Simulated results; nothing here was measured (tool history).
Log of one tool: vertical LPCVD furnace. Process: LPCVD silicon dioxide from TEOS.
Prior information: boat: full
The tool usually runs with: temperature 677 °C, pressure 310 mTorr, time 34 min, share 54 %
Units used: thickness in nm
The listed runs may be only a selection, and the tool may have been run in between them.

| run | day | temperature | pressure | time | share | read-back reference wafer on the same gauge, thickness | thickness |
|---|---|---|---|---|---|---|---|
| 1 | 0 | 677 | 310 | 34 | 45 | 120.02 | 116.99 |
| 2 | 0.579 | 677 | 310 | 34 | 45 | 119.98 | 117.04 |
| 3 | 0.992 | 677 | 310 | 34 | 45 | 120.1 | 116.67 |
| 4 | 1.333 | 677 | 310 | 34 | 54 | 119.94 | 128.12 |
| 5 | 1.625 | 677 | 310 | 34 | 54 | 120.03 | 128.29 |
| 6 | 2.192 | 677 | 310 | 34 | 54 | 120.03 | 128.48 |
| 7 | 2.45 | 677 | 310 | 34 | 54 | 120.06 | 128.69 |
| 8 | 2.962 | 677 | 310 | 34 | 54 | 120.05 | 129.02 |
| 9 | 3.546 | 677 | 310 | 34 | 54 | 120.06 | 128.61 |
| 10 | 3.988 | 672 | 310 | 34 | 54 | 120.03 | 114.3 |
|  | 5.45 | thermocouples replaced and temperature profile calibrated |
|  | 5.671 | TEOS flow controller replaced |
| 11 | 5.692 | 677 | 310 | 34 | 54 | 119.98 | 118.21 |
| 12 | 5.854 | 677 | 310 | 34 | 54 | 119.95 | 118.54 |
| 13 | 6.012 | 677 | 310 | 44.5 | 54 | 120.05 | 155.37 |
| 14 | 6.233 | 677 | 310 | 34 | 54 | 119.99 | 117.85 |
| 15 | 6.829 | 677 | 310 | 34 | 44 | 119.98 | 106.65 |
| 16 | 7.171 | 677 | 310 | 34 | 54 | 120.02 | 118.84 |
| 17 | 7.842 | 677 | 270 | 30 | 45 | 120.03 | 89.34 |
| 18 | 8.212 | 677 | 310 | 34 | 54 | 119.95 | 118.47 |
| 19 | 8.938 | 677 | 310 | 34 | 54 | 119.99 | 118.49 |
|  | 10.175 | pressure gauge zeroed |
| 20 | 10.196 | 677 | 355 | 34 | 60 | 120.04 | 133.6 |
| 21 | 10.354 | 677 | 255 | 34 | 59 | 120 | 112.23 |
| 22 | 11.058 | 677 | 310 | 34 | 54 | 120.03 | 118.65 |
| 23 | 11.412 | 677 | 280 | 41.5 | 54 | 119.99 | 137.76 |
|  | 11.679 | gauge calibrated |
| 24 | 11.988 | 687 | 310 | 24.5 | 44 | 120.02 | 97.83 |
| 25 | 12.692 | 677 | 275 | 28.5 | 54 | 119.93 | 93.49 |
| 26 | 13.25 | 672 | 360 | 29 | 54 | 120.11 | 96.1 |
| 27 | 14.35 | 672 | 245 | 28 | 60 | 120.07 | 80.96 |
| 28 | 14.867 | 677 | 250 | 34 | 54 | 119.94 | 106.19 |
| 29 | 15.483 | 688 | 310 | 34 | 49 | 119.98 | 147.88 |
| 30 | 15.842 | 677 | 310 | 34 | 54 | 120.03 | 118.44 |

Here are 5 independent what-if runs from the current tool condition. What would each one return?
| A | 16.008 | 682 | 310 | 34 | 54 | ? | ? |
| B | 16.008 | 677 | 310 | 26 | 54 | ? | ? |
| C | 16.008 | 688 | 280 | 26 | 57 | ? | ? |
| D | 16.008 | 682 | 280 | 24 | 54 | ? | ? |
| E | 16.008 | 681 | 245 | 39 | 57 | ? | ? |

| run | read-back reference wafer on the same gauge, thickness | thickness |
|---|---|---|
| A | 120.03 | 133.6 |
| B | 120.03 | 90.49 |
| C | 120.03 | 115.2 |
| D | 120.03 | 89.63 |
| E | 120.03 | 136.63 |
Had the tool no hidden state, the same runs would have come out as:
| run | thickness |
|---|---|
| A | 132.92 |
| B | 90.02 |
| C | 114.62 |
| D | 89.17 |
| E | 135.93 |
